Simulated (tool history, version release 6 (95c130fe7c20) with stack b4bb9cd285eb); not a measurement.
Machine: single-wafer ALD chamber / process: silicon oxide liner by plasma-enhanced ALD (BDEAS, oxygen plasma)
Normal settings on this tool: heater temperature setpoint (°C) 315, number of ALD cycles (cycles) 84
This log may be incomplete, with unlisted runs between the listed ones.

| run | hour | heater temperature setpoint (°C) | number of ALD cycles (cycles) | read-back reference wafer on the same gauge, thickness_nm | mean film thickness on the monitor wafer (Å) |
|---|---|---|---|---|---|
| 1 | 0.0 | 326 | 72 | 8.181 | 66.92 |
| 2 | 26.9 | 326 | 72 | 8.181 | 67.10 |
| 3 | 61.3 | 326 | 72 | 8.177 | 66.85 |
| 4 | 107.8 | 315 | 84 | 8.177 | 79.52 |
| 5 | 161.4 | 315 | 84 | 8.182 | 79.65 |
| 6 | 203.4 | 309 | 71 | 8.196 | 67.55 |
| 7 | 245.0 | 309 | 71 | 8.183 | 68.06 |
| 8 | 303.7 | 305 | 84 | 8.189 | 80.91 |
| 9 | 342.2 | 315 | 84 | 8.191 | 79.48 |
| 10 | 378.2 | 315 | 84 | 8.192 | 79.44 |
| 11 | 433.8 | 315 | 84 | 8.193 | 79.54 |
| 12 | 479.1 | 315 | 84 | 8.191 | 79.43 |
|  | 512.2 | gauge calibrated |
| 13 | 529.2 | 315 | 84 | 8.063 | 78.18 |
| 14 | 568.1 | 320 | 84 | 8.082 | 77.82 |
| 15 | 604.1 | 322 | 71 | 8.085 | 65.59 |
| 16 | 663.3 | 321 | 97 | 8.099 | 90.32 |
| 17 | 712.6 | 315 | 84 | 8.109 | 78.55 |
|  | 848.7 | thermocouple changed; heater temperature recalibrated |
| 18 | 895.4 | 325 | 99 | 8.125 | 91.55 |

The next listed run, before its measurement:
| 19 | 924.1 | 315 | 84 | ? | ? |

{"run 19": {"read-back reference wafer on the same gauge, thickness_nm": 8.137, "mean film thickness on the monitor wafer (Å)": 78.95}}
On a tool with no hidden condition, and with the same random variation, this run would have come out at mean film thickness on the monitor wafer (Å) 78.25.
